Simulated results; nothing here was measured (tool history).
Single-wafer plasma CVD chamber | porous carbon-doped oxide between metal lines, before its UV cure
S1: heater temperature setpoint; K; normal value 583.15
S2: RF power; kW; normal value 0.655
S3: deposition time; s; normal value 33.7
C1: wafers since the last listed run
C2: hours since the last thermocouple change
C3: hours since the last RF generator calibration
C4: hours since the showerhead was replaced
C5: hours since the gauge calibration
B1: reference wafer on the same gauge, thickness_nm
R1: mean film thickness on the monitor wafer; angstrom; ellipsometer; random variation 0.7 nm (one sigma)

run 1 day=0 | S1=583.15 S2=0.655 S3=30.4 | C1=0 C2=677.7 C3=1522.5 C4=4384.2 C5=624.7 | B1=222.139 | R1=1910.28
run 2 day=1.979 | S1=583.15 S2=0.655 S3=30.4 | C1=728 C2=725.2 C3=1570 C4=4431.7 C5=672.2 | B1=221.801 | R1=1896.69
run 3 day=4.496 | S1=583.15 S2=0.655 S3=30.4 | C1=925 C2=785.6 C3=1630.4 C4=4492.1 C5=732.6 | B1=222.282 | R1=1913.71
run 4 day=11.446 | S1=583.15 S2=0.655 S3=33.7 | C1=2556 C2=952.4 C3=1797.2 C4=4658.9 C5=899.4 | B1=221.745 | R1=2101.7
-- day=12.129 RF generator calibrated
run 5 day=13.117 | S1=583.15 S2=0.655 S3=33.7 | C1=492 C2=992.5 C3=23.7 C4=4699 C5=939.5 | B1=222.021 | R1=2113.73
run 6 day=15.8 | S1=583.15 S2=0.655 S3=33.7 | C1=987 C2=1056.9 C3=88.1 C4=4763.4 C5=1003.9 | B1=221.928 | R1=2104.81
run 7 day=18.196 | S1=583.15 S2=0.655 S3=36.5 | C1=881 C2=1114.4 C3=145.6 C4=4820.9 C5=1061.4 | B1=221.965 | R1=2261.76
-- day=21.292 thermocouple changed; heater temperature recalibrated
run 8 day=23.7 | S1=583.15 S2=0.655 S3=36.5 | C1=1902 C2=57.8 C3=277.7 C4=4953 C5=1193.5 | B1=222.178 | R1=2321.82
run 9 day=26.5 | S1=573.15 S2=0.655 S3=35.9 | C1=1030 C2=125 C3=344.9 C4=5020.2 C5=1260.7 | B1=222.107 | R1=2380.93
run 10 day=28.838 | S1=573.15 S2=0.655 S3=35.9 | C1=859 C2=181.1 C3=401 C4=5076.3 C5=1316.8 | B1=221.88 | R1=2367.65
run 11 day=31.254 | S1=573.15 S2=0.655 S3=37.8 | C1=889 C2=239.1 C3=459 C4=5134.3 C5=1374.8 | B1=221.98 | R1=2488.92
run 12 day=34.062 | S1=592.15 S2=0.605 S3=39.9 | C1=1033 C2=306.5 C3=526.4 C4=5201.7 C5=1442.2 | B1=222.236 | R1=2307.98
run 13 day=35.708 | S1=583.15 S2=0.615 S3=37.3 | C1=605 C2=346 C3=565.9 C4=5241.2 C5=1481.7 | B1=221.87 | R1=2262.2
run 14 day=37.421 | S1=593.15 S2=0.7 S3=33.7 | C1=629 C2=387.1 C3=607 C4=5282.3 C5=1522.8 | B1=222.009 | R1=2088.73
-- day=38.683 showerhead replaced
run 15 day=42.004 | S1=583.15 S2=0.655 S3=33.7 | C1=1563 C2=497.1 C3=717 C4=79.7 C5=1632.8 | B1=221.969 | R1=2107.75
run 16 day=44.779 | S1=573.15 S2=0.655 S3=35.9 | C1=1020 C2=563.7 C3=783.6 C4=146.3 C5=1699.4 | B1=221.71 | R1=2356.68
-- day=46.538 gauge calibrated
run 17 day=47.896 | S1=573.15 S2=0.655 S3=35.9 | C1=1146 C2=638.5 C3=858.4 C4=221.1 C5=32.6 | B1=222.029 | R1=2342.43

Run 18, settings as shown, results not yet in. Your forecast:
run 18 day=49.054 | S1=583.15 S2=0.655 S3=33.7 | C1=426 C2=666.3 C3=886.2 C4=248.9 C5=60.4 | B1=? | R1=?

B1: 222.104
R1: 2101.03 angstrom
On a tool with no hidden condition, and with the same random variation, this run would have come out at R1 2158.37 angstrom.
